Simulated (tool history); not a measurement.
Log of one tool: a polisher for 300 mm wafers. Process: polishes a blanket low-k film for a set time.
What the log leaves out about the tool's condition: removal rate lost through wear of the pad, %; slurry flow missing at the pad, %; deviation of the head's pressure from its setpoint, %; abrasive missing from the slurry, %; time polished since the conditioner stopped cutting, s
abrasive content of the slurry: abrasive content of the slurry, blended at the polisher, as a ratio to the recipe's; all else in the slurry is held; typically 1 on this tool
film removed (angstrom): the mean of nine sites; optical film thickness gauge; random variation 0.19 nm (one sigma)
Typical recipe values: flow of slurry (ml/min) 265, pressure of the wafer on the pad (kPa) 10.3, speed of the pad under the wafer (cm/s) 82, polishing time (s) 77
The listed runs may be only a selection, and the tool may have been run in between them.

run     day  flow of slurry (ml/min)  pressure of the wafer on the pad (kPa)  speed of the pad under the wafer (cm/s)  abrasive content of the slurry  polishing time (s)  wafers since the last listed run  wafers polished on this pad  hours since the slurry nozzle was cleaned  hours since the head pressure was calibrated  hours since the slurry blender was calibrated  hours since the conditioning disc was replaced  incoming thickness of the incoming film, nm  film removed (angstrom)
  1       0                      265                                    10.3                                       82                               1                  86                                 0                         2947                                       49.2                                         784.4                                          124.9                                              20                                          380                      253
  2   1.338                      265                                    10.3                                       82                               1                  77                               323                         3271                                       81.3                                         816.5                                            157                                            52.1                                        373.3                      223
  3   3.275                      265                                    10.3                                       82                               1                  77                               468                         3739                                      127.8                                           863                                          203.5                                            98.6                                        380.2                      222
  4   4.971                      265                                    10.3                                       82                               1                  77                               409                         4149                                      168.5                                         903.7                                          244.2                                           139.3                                          381                      217
  5   6.542                      265                                    10.3                                       82                               1                  77                               379                         4529                                      206.2                                         941.4                                          281.9                                             177                                        376.2                      215
      7.267  -- worn pad replaced by a new one
  6   9.383                      340                                    10.3                                       68                             0.8                  54                               646                          512                                      274.4                                        1009.6                                          350.1                                           245.2                                          379                      130
  7  11.133                      300                                    10.3                                       82                               1                  77                               423                          935                                      316.4                                        1051.6                                          392.1                                           287.2                                        380.7                      239
     11.454  -- head pressure recalibrated
     12.433  -- slurry blender recalibrated
  8  13.238                      265                                    10.3                                       82                               1                  77                               468                         1403                                      366.9                                          42.8                                           19.3                                           337.7                                        382.1                      230
     14.067  -- slurry nozzle cleaned
  9  14.825                      265                                    10.3                                       82                               1                  77                               373                         1777                                       18.2                                          80.9                                           57.4                                           375.8                                        381.2                      234
 10  16.704                      265                                    10.3                                       68                            1.25                  77                               454                         2231                                       63.3                                           126                                          102.5                                           420.9                                          385                      217
 11  18.088                      185                                    13.1                                       82                               1                  77                               334                         2566                                       96.5                                         159.2                                          135.7                                           454.1                                        378.6                      265
     18.538  -- conditioning disc replaced and pad reconditioned
 12  19.442                      175                                     8.3                                       82                            1.25                  77                               307                         2873                                        129                                         191.7                                          168.2                                            21.7                                        378.1                      198
 13  22.042                      265                                    10.3                                       82                               1                  77                               628                         3501                                      191.4                                         254.1                                          230.6                                            84.1                                        386.2                      223
 14    24.2                      265                                    10.3                                       82                               1                  77                               521                         4023                                      243.2                                         305.9                                          282.4                                           135.9                                        380.6                      218
 15   25.35                      265                                    10.3                                       82                               1                  77                               278                         4301                                      270.8                                         333.5                                            310                                           163.5                                        373.3                      218
     26.492  -- worn pad replaced by a new one
 16  26.512                      265                                    10.3                                       82                               1                  77                               240                            4                                      298.7                                         361.4                                          337.9                                           191.4                                        380.9                      240
 17  28.208                      345                                    10.3                                       82                               1                  77                               409                          414                                      339.4                                         402.1                                          378.6                                           232.1                                        377.2                      246
     28.571  -- slurry blender recalibrated
 18  30.733                      265                                     8.3                                      100                             0.8                  77                               590                         1004                                        400                                         462.7                                           51.9                                           292.7                                        382.3                      202
 19    31.8                      315                                    10.3                                       82                            0.85                  77                               257                         1262                                      425.6                                         488.3                                           77.5                                           318.3                                        377.7                      216
     32.796  -- slurry nozzle cleaned
 20  34.292                      180                                    13.1                                       82                            1.25                  77                               592                         1855                                       35.9                                         548.1                                          137.3                                           378.1                                        383.7                      296
 21  36.692                      265                                    10.3                                       82                               1                  77                               580                         2435                                       93.5                                         605.7                                          194.9                                           435.7                                        380.2                      226
 22  38.971                      265                                    10.3                                       82                               1                  94                               551                         2986                                      148.2                                         660.4                                          249.6                                           490.4                                        379.7                      273
     40.942  -- conditioning disc replaced and pad reconditioned
 23  41.383                      225                                    10.3                                      100                            0.85                  77                               563                         3549                                      206.1                                         718.3                                          307.5                                            10.6                                        383.3                      231
 24  44.325                      190                                    13.1                                       82                               1                  51                               711                         4260                                      276.7                                         788.9                                          378.1                                            81.2                                        375.6                      167
     44.633  -- worn pad replaced by a new one
 25  45.771                      265                                    10.3                                       82                               1                  77                               309                          274                                      311.4                                         823.6                                          412.8                                           115.9                                        375.3                      234
      46.15  -- slurry blender recalibrated
 26  48.675                      265                                    10.3                                       62                               1                  77                               681                          956                                      381.1                                         893.3                                           60.6                                           185.6                                        373.9                      185

Consider 3 possible next runs. They are alternatives, not a sequence: every one starts from the tool as it was left by run 26. What does each give?
  A  48.696                      265                                       9                                       82                               1                  77                                 5                          961                                      381.6                                         893.8                                           61.1                                           186.1                                          375                        ?
  B  48.696                      265                                    12.4                                       82                               1                 104                                 5                          961                                      381.6                                         893.8                                           61.1                                           186.1                                          375                        ?
  C  48.696                      265                                    10.3                                      110                               1                  95                                 5                          961                                      381.6                                         893.8                                           61.1                                           186.1                                          375                        ?

run  film removed (angstrom)
  A                      208
  B                      368
  C                      365
Without the tool's unlogged condition, the same runs would have read:
run  film removed (angstrom)
  A                      218
  B                      385
  C                      382
